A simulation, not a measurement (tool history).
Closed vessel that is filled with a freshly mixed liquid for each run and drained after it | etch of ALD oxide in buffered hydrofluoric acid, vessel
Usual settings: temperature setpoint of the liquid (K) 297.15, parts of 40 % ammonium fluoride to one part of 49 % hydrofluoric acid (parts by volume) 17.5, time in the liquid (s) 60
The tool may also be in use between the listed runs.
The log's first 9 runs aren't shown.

| run | hour | temperature setpoint of the liquid (K) | parts of 40 % ammonium fluoride to one part of 49 % hydrofluoric acid (parts by volume) | time in the liquid (s) | wafers since the last listed run | hours since the thermometer was replaced | hours since the hydrofluoric acid flow meter was replaced | hours since the gauge calibration | read-back film thickness of the ALD oxide reference wafer, read on the same gauge (nm) | thickness taken off the ALD oxide on a monitor wafer (Å) |
|---|---|---|---|---|---|---|---|---|---|---|
| 10 | 995.5 | 297.15 | 17.5 | 60 | 8712 | 339.5 | 278.1 | 2639.9 | 90.00 | 874.2 |
| 11 | 1096.8 | 297.15 | 17.5 | 60 | 8445 | 440.8 | 379.4 | 2741.2 | 89.98 | 864.9 |
| 12 | 1143.5 | 297.15 | 17.5 | 60 | 3893 | 487.5 | 426.1 | 2787.9 | 90.02 | 857.8 |
| 13 | 1243.6 | 297.15 | 17.5 | 60 | 8345 | 587.6 | 526.2 | 2888.0 | 90.01 | 855.4 |
|  | 1299.6 | thermometer replaced |
| 14 | 1321.4 | 297.15 | 17.5 | 60 | 6403 | 21.8 | 604.0 | 2965.8 | 90.01 | 844.8 |
|  | 1370.7 | hydrofluoric acid flow meter replaced |
| 15 | 1387.8 | 297.15 | 17.5 | 60 | 5452 | 88.2 | 17.1 | 3032.2 | 90.00 | 896.6 |
| 16 | 1443.2 | 301.15 | 24.0 | 85 | 4618 | 143.6 | 72.5 | 3087.6 | 89.99 | 1215.7 |
| 17 | 1535.8 | 301.15 | 17.5 | 60 | 7720 | 236.2 | 165.1 | 3180.2 | 89.98 | 1097.1 |
| 18 | 1602.3 | 301.15 | 24.0 | 85 | 5544 | 302.7 | 231.6 | 3246.7 | 89.98 | 1202.8 |
| 19 | 1640.8 | 299.15 | 19.5 | 50 | 3209 | 341.2 | 270.1 | 3285.2 | 90.00 | 735.0 |
| 20 | 1737.5 | 298.65 | 17.5 | 50 | 8062 | 437.9 | 366.8 | 3381.9 | 89.99 | 783.3 |
| 21 | 1776.1 | 299.65 | 21.5 | 90 | 3218 | 476.5 | 405.4 | 3420.5 | 90.02 | 1249.9 |
| 22 | 1875.0 | 297.15 | 17.5 | 30 | 8245 | 575.4 | 504.3 | 3519.4 | 89.97 | 427.9 |
| 23 | 1947.5 | 297.15 | 17.5 | 60 | 6044 | 647.9 | 576.8 | 3591.9 | 89.99 | 852.3 |
|  | 1954.9 | gauge calibrated |
| 24 | 1988.2 | 297.15 | 17.5 | 60 | 3393 | 688.6 | 617.5 | 33.3 | 89.99 | 854.5 |
|  | 2035.0 | hydrofluoric acid flow meter replaced |
|  | 2076.8 | thermometer replaced |
| 25 | 2077.8 | 297.15 | 17.5 | 35 | 7303 | 1.0 | 42.8 | 122.9 | 90.00 | 516.0 |
| 26 | 2127.3 | 301.15 | 19.5 | 60 | 4127 | 50.5 | 92.3 | 172.4 | 90.00 | 990.8 |
| 27 | 2216.7 | 300.15 | 10.5 | 35 | 7453 | 139.9 | 181.7 | 261.8 | 89.98 | 995.1 |

Forecast run 28:
| 28 | 2260.6 | 297.15 | 17.5 | 60 | 3660 | 183.8 | 225.6 | 305.7 | ? | ? |

read-back film thickness of the ALD oxide reference wafer, read on the same gauge (nm): 89.98
thickness taken off the ALD oxide on a monitor wafer (Å): 878.3
Without the tool's hidden state the same run would have given thickness taken off the ALD oxide on a monitor wafer (Å) 897.6.
